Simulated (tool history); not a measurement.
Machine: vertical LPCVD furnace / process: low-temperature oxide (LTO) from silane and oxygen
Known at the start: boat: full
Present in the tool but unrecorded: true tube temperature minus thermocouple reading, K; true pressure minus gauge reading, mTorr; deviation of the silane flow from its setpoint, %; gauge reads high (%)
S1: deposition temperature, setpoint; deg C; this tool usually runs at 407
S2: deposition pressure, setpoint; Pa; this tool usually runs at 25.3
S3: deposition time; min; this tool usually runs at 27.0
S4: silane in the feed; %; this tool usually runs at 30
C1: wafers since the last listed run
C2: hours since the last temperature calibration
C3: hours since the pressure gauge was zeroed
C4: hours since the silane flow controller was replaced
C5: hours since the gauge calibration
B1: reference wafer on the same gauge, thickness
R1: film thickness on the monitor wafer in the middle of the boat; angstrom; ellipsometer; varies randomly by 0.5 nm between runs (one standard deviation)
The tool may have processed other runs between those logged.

Run 1, hour 0.0: usual settings; C1 0; C2 327.4; C3 2405.8; C4 944.1; C5 1347.4; B1 160.03. Result: R1 1567.2 angstrom.
At hour 33.7: gauge calibrated.
Run 2, hour 53.5: usual settings but S1 412 deg C, S2 21.3 Pa; C1 630; C2 380.9; C3 2459.3; C4 997.6; C5 19.8; B1 159.93. Result: R1 1402.6 angstrom.
Run 3, hour 96.9: usual settings but S1 412 deg C, S2 21.3 Pa; C1 511; C2 424.3; C3 2502.7; C4 1041.0; C5 63.2; B1 159.77. Result: R1 1402.4 angstrom.
Run 4, hour 168.1: usual settings; C1 839; C2 495.5; C3 2573.9; C4 1112.2; C5 134.4; B1 160.04. Result: R1 1571.5 angstrom.
Run 5, hour 255.1: usual settings but S2 29.3 Pa, S3 33.5 min; C1 1025; C2 582.5; C3 2660.9; C4 1199.2; C5 221.4; B1 160.04. Result: R1 2264.9 angstrom.
Run 6, hour 336.8: usual settings but S2 29.3 Pa, S3 33.5 min; C1 962; C2 664.2; C3 2742.6; C4 1280.9; C5 303.1; B1 159.89. Result: R1 2270.9 angstrom.
Run 7, hour 373.8: usual settings but S2 29.3 Pa, S3 33.5 min; C1 436; C2 701.2; C3 2779.6; C4 1317.9; C5 340.1; B1 159.96. Result: R1 2267.4 angstrom.
Run 8, hour 436.2: usual settings but S2 24.0 Pa; C1 735; C2 763.6; C3 2842.0; C4 1380.3; C5 402.5; B1 159.93. Result: R1 1504.8 angstrom.
Run 9, hour 493.5: usual settings but S2 24.0 Pa; C1 675; C2 820.9; C3 2899.3; C4 1437.6; C5 459.8; B1 159.93. Result: R1 1504.4 angstrom.
Run 10, hour 584.1: usual settings but S2 24.0 Pa; C1 1067; C2 911.5; C3 2989.9; C4 1528.2; C5 550.4; B1 159.98. Result: R1 1500.8 angstrom.
Run 11, hour 683.4: usual settings; C1 1170; C2 1010.8; C3 3089.2; C4 1627.5; C5 649.7; B1 159.82. Result: R1 1591.5 angstrom.
Run 12, hour 770.2: usual settings; C1 1022; C2 1097.6; C3 3176.0; C4 1714.3; C5 736.5; B1 160.23. Result: R1 1585.5 angstrom.
Run 13, hour 823.3: usual settings; C1 625; C2 1150.7; C3 3229.1; C4 1767.4; C5 789.6; B1 159.86. Result: R1 1584.9 angstrom.
Run 14, hour 885.7: usual settings but S3 18.0 min; C1 735; C2 1213.1; C3 3291.5; C4 1829.8; C5 852.0; B1 159.92. Result: R1 1064.9 angstrom.
Run 15, hour 976.8: usual settings but S3 31.0 min; C1 1073; C2 1304.2; C3 3382.6; C4 1920.9; C5 943.1; B1 159.89. Result: R1 1840.1 angstrom.
Run 16, hour 1047.8: usual settings; C1 836; C2 1375.2; C3 3453.6; C4 1991.9; C5 1014.1; B1 160.07. Result: R1 1605.7 angstrom.
Run 17, hour 1118.7: usual settings but S2 24.0 Pa; C1 835; C2 1446.1; C3 3524.5; C4 2062.8; C5 1085.0; B1 159.88. Result: R1 1525.1 angstrom.
At hour 1148.4: silane flow controller replaced.
At hour 1203.9: pressure gauge zeroed.
Run 18, hour 1217.5: usual settings but S1 401 deg C, S2 30.7 Pa, S3 22.0 min, S4 26 %; C1 598; C2 1544.9; C3 13.6; C4 69.1; C5 1183.8; B1 160.09. Result: R1 1149.7 angstrom.
At hour 1308.7: thermocouples replaced and temperature profile calibrated.
Run 19, hour 1309.2: usual settings but S1 403 deg C, S2 27.3 Pa; C1 797; C2 0.5; C3 105.3; C4 160.8; C5 1275.5; B1 160.05. Result: R1 1606.4 angstrom.
Run 20, hour 1383.1: usual settings but S3 21.5 min; C1 870; C2 74.4; C3 179.2; C4 234.7; C5 1349.4; B1 159.96. Result: R1 1242.1 angstrom.
At hour 1416.2: gauge calibrated.
Run 21, hour 1430.2: usual settings but S1 418 deg C, S4 35 %; C1 555; C2 121.5; C3 226.3; C4 281.8; C5 14.0; B1 160.08. Result: R1 2182.8 angstrom.
Run 22, hour 1514.8: usual settings; C1 996; C2 206.1; C3 310.9; C4 366.4; C5 98.6; B1 160.11. Result: R1 1559.1 angstrom.
Run 23, hour 1556.0: usual settings; C1 485; C2 247.3; C3 352.1; C4 407.6; C5 139.8; B1 160.10. Result: R1 1551.4 angstrom.
Run 24, hour 1667.1: usual settings but S1 413 deg C, S2 20.7 Pa, S3 19.5 min; C1 1309; C2 358.4; C3 463.2; C4 518.7; C5 250.9; B1 159.95. Result: R1 986.6 angstrom.
Run 25, hour 1724.2: usual settings; C1 672; C2 415.5; C3 520.3; C4 575.8; C5 308.0; B1 160.01. Result: R1 1558.5 angstrom.

The next listed run, before its measurement:
Run 26, hour 1828.4: usual settings but S2 22.7 Pa, S4 32 %; C1 1227; C2 519.7; C3 624.5; C4 680.0; C5 412.2; B1 ?. Result: R1 ?.

{"run 26": {"B1": 159.92, "R1": 1530.5}}
Without the tool's hidden state the same run would have given R1 1528.8 angstrom.
